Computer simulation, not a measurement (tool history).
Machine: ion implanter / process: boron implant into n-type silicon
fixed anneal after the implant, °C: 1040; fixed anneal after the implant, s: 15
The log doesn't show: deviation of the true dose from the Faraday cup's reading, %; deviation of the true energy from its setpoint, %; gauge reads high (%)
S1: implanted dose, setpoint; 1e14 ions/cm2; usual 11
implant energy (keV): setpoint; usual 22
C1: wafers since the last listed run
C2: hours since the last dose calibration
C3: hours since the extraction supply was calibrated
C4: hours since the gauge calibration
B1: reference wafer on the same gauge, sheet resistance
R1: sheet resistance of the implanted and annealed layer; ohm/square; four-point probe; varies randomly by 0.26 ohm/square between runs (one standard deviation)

Run 1, hour 0: usual settings but S1 11.84 1e14 ions/cm2; C1 0; C2 743.4; C3 4902; C4 1112.2; B1 109.31. Result: R1 91.96 ohm/square.
At hour 45.1: gauge calibrated.
Run 2, hour 265.7: usual settings; C1 4811; C2 1009.1; C3 5167.7; C4 220.6; B1 111.05. Result: R1 99.69 ohm/square.
Run 3, hour 334.1: usual settings; C1 1238; C2 1077.5; C3 5236.1; C4 289; B1 111.05. Result: R1 99.23 ohm/square.
Run 4, hour 426.5: usual settings but implant energy (keV) 25.5; C1 1673; C2 1169.9; C3 5328.5; C4 381.4; B1 110.95. Result: R1 98.25 ohm/square.
Run 5, hour 474.6: usual settings but implant energy (keV) 25.5; C1 871; C2 1218; C3 5376.6; C4 429.5; B1 110.84. Result: R1 97.99 ohm/square.
Run 6, hour 523.2: usual settings but implant energy (keV) 25.5; C1 880; C2 1266.6; C3 5425.2; C4 478.1; B1 110.76. Result: R1 98.11 ohm/square.
Run 7, hour 572.3: usual settings but S1 11.86 1e14 ions/cm2, implant energy (keV) 26; C1 889; C2 1315.7; C3 5474.3; C4 527.2; B1 110.74. Result: R1 91.61 ohm/square.
Run 8, hour 658.9: usual settings but S1 11.86 1e14 ions/cm2, implant energy (keV) 26; C1 1568; C2 1402.3; C3 5560.9; C4 613.8; B1 110.67. Result: R1 91.09 ohm/square.
Run 9, hour 748.2: usual settings but S1 11.86 1e14 ions/cm2, implant energy (keV) 26; C1 1617; C2 1491.6; C3 5650.2; C4 703.1; B1 110.41. Result: R1 91.7 ohm/square.
Run 10, hour 831.1: usual settings but implant energy (keV) 16.5; C1 1501; C2 1574.5; C3 5733.1; C4 786; B1 110.27. Result: R1 101.52 ohm/square.
At hour 902.9: Faraday cup replaced and dose calibrated.
Run 11, hour 928: usual settings but implant energy (keV) 16.5; C1 1609; C2 25.1; C3 5830; C4 882.9; B1 109.9. Result: R1 101.64 ohm/square.
Run 12, hour 1002.8: usual settings; C1 1354; C2 99.9; C3 5904.8; C4 957.7; B1 109.72. Result: R1 97.99 ohm/square.
At hour 1044.8: extraction supply calibrated.
Run 13, hour 1096.5: usual settings but S1 13.37 1e14 ions/cm2, implant energy (keV) 15; C1 1551; C2 193.6; C3 51.7; C4 1051.4; B1 109.52. Result: R1 87.68 ohm/square.
Run 14, hour 1173.7: usual settings but S1 9.3 1e14 ions/cm2, implant energy (keV) 26.5; C1 1397; C2 270.8; C3 128.9; C4 1128.6; B1 109.26. Result: R1 111.11 ohm/square.
Run 15, hour 1224.9: usual settings but S1 13.51 1e14 ions/cm2, implant energy (keV) 18; C1 927; C2 322; C3 180.1; C4 1179.8; B1 109.27. Result: R1 83.81 ohm/square.
Run 16, hour 1270.1: usual settings but S1 12.04 1e14 ions/cm2, implant energy (keV) 26.5; C1 818; C2 367.2; C3 225.3; C4 1225; B1 108.98. Result: R1 89.15 ohm/square.
At hour 1385.9: gauge calibrated.
Run 17, hour 1471.5: usual settings; C1 3647; C2 568.6; C3 426.7; C4 85.6; B1 110.9. Result: R1 99.27 ohm/square.
Run 18, hour 1562.4: usual settings but S1 13.07 1e14 ions/cm2, implant energy (keV) 17; C1 1646; C2 659.5; C3 517.6; C4 176.5; B1 110.75. Result: R1 88.55 ohm/square.
Run 19, hour 1603.6: usual settings but S1 13.79 1e14 ions/cm2, implant energy (keV) 28.5; C1 746; C2 700.7; C3 558.8; C4 217.7; B1 110.8. Result: R1 80.51 ohm/square.
Run 20, hour 1672.5: usual settings but S1 12.65 1e14 ions/cm2, implant energy (keV) 25; C1 1247; C2 769.6; C3 627.7; C4 286.6; B1 110.81. Result: R1 87.02 ohm/square.
Run 21, hour 1725.7: usual settings; C1 963; C2 822.8; C3 680.9; C4 339.8; B1 110.64. Result: R1 99.54 ohm/square.
Run 22, hour 1803.3: usual settings but implant energy (keV) 28.5; C1 1405; C2 900.4; C3 758.5; C4 417.4; B1 110.66. Result: R1 97.26 ohm/square.

3 ways to go on from here, each from the tool as it stands after run 22. What would each give?
Run A, hour 1803.7: usual settings but S1 8.22 1e14 ions/cm2; C1 7; C2 900.8; C3 758.9; C4 417.8; B1 ?. Result: R1 ?.
Run B, hour 1803.7: usual settings but S1 11.84 1e14 ions/cm2, implant energy (keV) 29.5; C1 7; C2 900.8; C3 758.9; C4 417.8; B1 ?. Result: R1 ?.
Run C, hour 1803.7: usual settings but S1 9.46 1e14 ions/cm2, implant energy (keV) 17; C1 7; C2 900.8; C3 758.9; C4 417.8; B1 ?. Result: R1 ?.

run      B1     R1
  A  110.54  127.4
  B  110.54  91.21
  C  110.54  115.4
With no hidden state in the tool, these same runs would have given:
run      R1
  A  127.73
  B   91.45
  C   115.7
